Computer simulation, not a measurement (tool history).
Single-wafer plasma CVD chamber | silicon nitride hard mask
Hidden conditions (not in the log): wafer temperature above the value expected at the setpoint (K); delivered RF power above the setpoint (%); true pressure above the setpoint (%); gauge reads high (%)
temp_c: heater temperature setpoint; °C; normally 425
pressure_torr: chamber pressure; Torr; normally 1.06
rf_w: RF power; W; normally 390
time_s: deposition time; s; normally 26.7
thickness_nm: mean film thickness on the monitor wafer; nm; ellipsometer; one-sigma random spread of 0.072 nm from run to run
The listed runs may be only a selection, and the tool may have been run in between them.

run	hour	temp_c	pressure_torr	rf_w	time_s	wafers since the last listed run	hours since the last thermocouple change	hours since the last RF generator calibration	hours since the last manometer calibration	hours since the showerhead was replaced	hours since the gauge calibration	read-back reference wafer on the same gauge, thickness_nm	thickness_nm
1	0.0	425	1.06	390	26.7	0	1129.4	1098.3	227.4	6949.5	3240.0	34.580	31.150
# hour 35.4: RF generator calibrated
2	71.4	425	1.06	390	26.7	1783	1200.8	36.0	298.8	7020.9	3311.4	34.597	31.008
3	172.4	416	1.06	345	26.7	2840	1301.8	137.0	399.8	7121.9	3412.4	34.596	28.551
4	279.0	425	0.90	390	26.7	2997	1408.4	243.6	506.4	7228.5	3519.0	34.608	29.389
5	341.3	414	1.06	390	29.5	1752	1470.7	305.9	568.7	7290.8	3581.3	34.611	34.350
6	386.9	430	1.18	390	26.7	1282	1516.3	351.5	614.3	7336.4	3626.9	34.593	31.906
7	430.2	413	1.16	330	29.3	1217	1559.6	394.8	657.6	7379.7	3670.2	34.594	31.297
8	500.4	420	1.06	390	22.7	1974	1629.8	465.0	727.8	7449.9	3740.4	34.608	26.360
9	591.6	434	1.06	390	26.7	2564	1721.0	556.2	819.0	7541.1	3831.6	34.602	30.639
10	666.6	425	1.06	350	21.9	2109	1796.0	631.2	894.0	7616.1	3906.6	34.594	23.521
11	716.5	417	1.20	390	25.0	1403	1845.9	681.1	943.9	7666.0	3956.5	34.595	30.211
# hour 727.2: RF generator calibrated, repeated, since the last time left the tool worse
12	767.9	425	1.06	365	26.7	1220	1897.3	40.7	995.3	7717.4	4007.9	34.608	30.006
13	866.9	417	1.06	370	24.0	2784	1996.3	139.7	1094.3	7816.4	4106.9	34.616	27.289
14	904.4	434	0.96	360	30.7	1054	2033.8	177.2	1131.8	7853.9	4144.4	34.603	33.064
# hour 927.8: gauge calibrated
15	1010.7	425	1.15	390	26.7	2989	2140.1	283.5	1238.1	7960.2	82.9	34.608	32.297
16	1079.9	434	1.24	415	24.6	1946	2209.3	352.7	1307.3	8029.4	152.1	34.594	31.422
17	1120.2	420	1.06	430	26.7	1133	2249.6	393.0	1347.6	8069.7	192.4	34.590	33.314
# hour 1150.8: showerhead replaced
18	1180.6	425	0.88	390	30.5	1473	2310.0	453.4	1408.0	29.8	252.8	34.597	33.607
# hour 1208.9: capacitance manometer re-zeroed and calibrated
19	1224.2	425	1.06	390	26.7	1001	2353.6	497.0	15.3	73.4	296.4	34.606	31.346
# hour 1285.3: thermocouple changed; heater temperature recalibrated
20	1291.8	425	0.95	420	30.4	1676	6.5	564.6	82.9	141.0	364.0	34.609	36.240
21	1463.5	425	1.25	330	26.7	4828	178.2	736.3	254.6	312.7	535.7	34.597	29.451
22	1533.1	425	1.16	390	31.8	1957	247.8	805.9	324.2	382.3	605.3	34.592	38.267
23	1636.5	434	1.06	390	26.7	2907	351.2	909.3	427.6	485.7	708.7	34.594	31.192
24	1719.7	425	1.06	390	26.7	2339	434.4	992.5	510.8	568.9	791.9	34.588	31.143
# hour 2010.3: RF generator calibrated
25	2019.2	425	1.06	390	26.7	8198	733.9	8.9	810.3	868.4	1091.4	34.608	31.450
26	2113.3	425	1.06	435	29.4	2646	828.0	103.0	904.4	962.5	1185.5	34.595	37.100
27	2211.7	435	0.84	455	23.7	2767	926.4	201.4	1002.8	1060.9	1283.9	34.601	28.363

Give the tool's hidden conditions for every run:
wafer temperature above the value expected at the setpoint (K): 0 across all the runs
true pressure above the setpoint (%): 0 across all the runs
gauge reads high (%): 0 across all the runs
H1: delivered RF power above the setpoint (%)
run	H1
1	-1.37
2	-2.44
3	-2.46
4	-2.51
5	-2.55
6	-2.58
7	-2.62
8	-2.68
9	-2.79
10	-2.89
11	-2.96
12	-0.149
13	-0.169
14	-0.183
15	-0.238
16	-0.288
17	-0.322
18	-0.379
19	-0.426
20	-0.507
21	-0.759
22	-0.88
23	-1.08
24	-1.26
25	-0.235
26	-0.247
27	-0.281
